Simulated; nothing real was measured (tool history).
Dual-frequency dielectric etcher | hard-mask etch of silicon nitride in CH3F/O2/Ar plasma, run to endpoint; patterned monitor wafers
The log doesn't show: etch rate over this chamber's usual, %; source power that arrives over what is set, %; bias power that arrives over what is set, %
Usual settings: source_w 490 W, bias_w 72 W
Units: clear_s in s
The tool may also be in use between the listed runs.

run	hour	source_w	bias_w	wafers since the last listed run	hours since the last wet clean	hours since the last source power generator calibration	hours since the last bias power generator calibration	hours since the last upper electrode change	incoming incoming film thickness, nm	clear_s
1	0.0	490	72	0	466.1	4372.8	1609.1	4713.1	27.38	35.3
2	30.4	490	72	372	496.5	4403.2	1639.5	4743.5	27.47	35.3
3	68.1	490	72	461	534.2	4440.9	1677.2	4781.2	27.28	34.8
4	131.8	490	72	780	597.9	4504.6	1740.9	4844.9	27.33	35.1
# hour 156.6: wet clean of the chamber
5	184.1	490	72	346	27.5	4556.9	1793.2	4897.2	27.51	35.8
6	217.7	490	72	411	61.1	4590.5	1826.8	4930.8	27.58	35.8
7	267.4	490	72	608	110.8	4640.2	1876.5	4980.5	27.38	35.6
8	314.5	490	72	577	157.9	4687.3	1923.6	5027.6	27.16	35.2
9	350.1	490	72	436	193.5	4722.9	1959.2	5063.2	27.20	35.1
10	418.7	490	72	840	262.1	4791.5	2027.8	5131.8	27.42	35.4
11	482.0	490	72	775	325.4	4854.8	2091.1	5195.1	27.38	35.3
12	545.2	490	72	774	388.6	4918.0	2154.3	5258.3	27.29	35.1
13	607.6	490	72	764	451.0	4980.4	2216.7	5320.7	27.50	35.2
14	632.7	490	72	307	476.1	5005.5	2241.8	5345.8	27.25	34.8
# hour 674.9: wet clean of the chamber
15	702.0	450	59	555	27.1	5074.8	2311.1	5415.1	27.43	39.0
16	739.4	450	59	458	64.5	5112.2	2348.5	5452.5	27.26	38.6
17	795.9	400	84	692	121.0	5168.7	2405.0	5509.0	27.14	36.2
18	838.6	410	72	523	163.7	5211.4	2447.7	5551.7	27.40	38.0
19	900.0	530	85	752	225.1	5272.8	2509.1	5613.1	27.25	32.7
20	967.2	490	72	823	292.3	5340.0	2576.3	5680.3	27.58	35.7
# hour 996.8: upper electrode replaced
21	997.5	380	65	77	322.6	5370.3	2606.6	0.7	27.18	39.6
22	1044.1	560	65	570	369.2	5416.9	2653.2	47.3	27.51	34.7
23	1109.2	490	87	797	434.3	5482.0	2718.3	112.4	27.12	32.8
# hour 1125.8: source power generator calibrated
24	1179.0	610	63	806	504.1	53.2	2788.1	182.2	27.36	33.4
25	1226.9	580	66	586	552.0	101.1	2836.0	230.1	27.45	33.7
26	1268.3	490	72	507	593.4	142.5	2877.4	271.5	27.26	34.8
# hour 1325.6: wet clean of the chamber
27	1337.5	600	56	553	11.9	211.7	2946.6	340.7	27.33	35.2
# hour 1346.6: bias power generator calibrated
28	1404.2	490	72	768	78.6	278.4	57.6	407.4	27.20	35.3
29	1458.0	390	72	659	132.4	332.2	111.4	461.2	27.31	38.5
30	1518.5	490	72	741	192.9	392.7	171.9	521.7	27.25	35.2
31	1685.5	490	72	2046	359.9	559.7	338.9	688.7	27.45	35.3
32	1731.5	520	79	563	405.9	605.7	384.9	734.7	27.47	33.5
33	1773.7	440	62	517	448.1	647.9	427.1	776.9	27.39	38.0

The same runs without the tool's hidden state, with the same run-to-run variation:
run	clear_s
1	35.8
2	35.9
3	35.4
4	35.8
5	35.9
6	35.9
7	35.7
8	35.4
9	35.3
10	35.8
11	35.7
12	35.6
13	35.7
14	35.4
15	39.0
16	38.7
17	36.4
18	38.1
19	32.9
20	36.1
21	40.0
22	35.2
23	33.2
24	34.0
25	34.3
26	35.5
27	35.3
28	35.5
29	38.7
30	35.5
31	35.8
32	34.0
33	38.7

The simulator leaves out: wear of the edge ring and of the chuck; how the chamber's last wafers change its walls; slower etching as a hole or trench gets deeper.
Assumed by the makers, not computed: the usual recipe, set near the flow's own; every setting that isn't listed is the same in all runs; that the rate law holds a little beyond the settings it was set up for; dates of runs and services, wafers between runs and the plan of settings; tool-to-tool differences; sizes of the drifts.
